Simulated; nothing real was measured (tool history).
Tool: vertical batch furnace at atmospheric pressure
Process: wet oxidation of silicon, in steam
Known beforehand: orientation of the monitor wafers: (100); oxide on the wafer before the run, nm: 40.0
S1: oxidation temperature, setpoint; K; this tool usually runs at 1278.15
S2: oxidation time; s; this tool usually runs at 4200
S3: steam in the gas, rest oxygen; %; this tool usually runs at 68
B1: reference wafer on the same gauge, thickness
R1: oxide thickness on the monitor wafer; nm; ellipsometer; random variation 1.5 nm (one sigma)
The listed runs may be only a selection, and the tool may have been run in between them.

Run 1, hour 0: usual settings but S2 5100 s; B1 316.91. Result: R1 430.26 nm.
Run 2, hour 15.8: usual settings but S2 5100 s; B1 317.47. Result: R1 428.37 nm.
Run 3, hour 44.9: usual settings; B1 316.82. Result: R1 382.05 nm.
Run 4, hour 63.4: usual settings; B1 316.35. Result: R1 381.58 nm.
Run 5, hour 80.6: usual settings; B1 316.41. Result: R1 379.8 nm.
Run 6, hour 101.8: usual settings; B1 315.43. Result: R1 381.06 nm.
Run 7, hour 114.5: usual settings; B1 315.28. Result: R1 379.51 nm.
At hour 144.2: steam generator serviced.
Run 8, hour 144.7: usual settings but S1 1292.15 K, S2 2640 s; B1 314.46. Result: R1 308.45 nm.
Run 9, hour 154.1: usual settings; B1 315.06. Result: R1 378.11 nm.
Run 10, hour 179.4: usual settings but S1 1294.15 K, S2 6180 s, S3 58 %; B1 314.41. Result: R1 478.29 nm.
At hour 190.1: gauge calibrated.
Run 11, hour 215.2: usual settings; B1 318.85. Result: R1 381.54 nm.
At hour 246.3: thermocouples replaced and temperature profile calibrated.
Run 12, hour 246.8: usual settings but S2 5250 s, S3 58 %; B1 317.99. Result: R1 397.61 nm.
Run 13, hour 277.6: usual settings but S2 2670 s, S3 77 %; B1 317.98. Result: R1 308.12 nm.
Run 14, hour 313.5: usual settings but S1 1264.15 K, S2 2820 s, S3 61 %; B1 317.54. Result: R1 247.26 nm.
Run 15, hour 349.3: usual settings but S1 1294.15 K, S2 2160 s, S3 65 %; B1 317.08. Result: R1 268.96 nm.
Run 16, hour 366.5: usual settings; B1 317.23. Result: R1 381.69 nm.
Run 17, hour 395.2: usual settings but S1 1289.15 K, S2 6150 s, S3 61 %; B1 316.81. Result: R1 484.95 nm.
Run 18, hour 421.8: usual settings but S2 5100 s; B1 315.9. Result: R1 430.11 nm.

Consider 5 possible next runs. They are alternatives, not a sequence: every one starts from the tool as it was left by run 18. What does each give?
Run A, hour 427: usual settings; B1 ?. Result: R1 ?.
Run B, hour 427: usual settings but S1 1259.15 K, S2 5400 s; B1 ?. Result: R1 ?.
Run C, hour 427: usual settings but S1 1288.15 K, S3 72 %; B1 ?. Result: R1 ?.
Run D, hour 427: usual settings but S1 1254.15 K, S2 4740 s, S3 63 %; B1 ?. Result: R1 ?.
Run E, hour 427: usual settings but S1 1296.15 K, S2 4950 s; B1 ?. Result: R1 ?.

run      B1      R1
  A  316.37   381.7
  B  316.37   394.6
  C  316.37  422.05
  D  316.37  331.65
  E  316.37  473.29
The same runs, with their run-to-run variation unchanged, on a tool lacking any hidden condition would have given:
run      R1
  A  383.77
  B  396.74
  C  424.34
  D  333.45
  E  475.86

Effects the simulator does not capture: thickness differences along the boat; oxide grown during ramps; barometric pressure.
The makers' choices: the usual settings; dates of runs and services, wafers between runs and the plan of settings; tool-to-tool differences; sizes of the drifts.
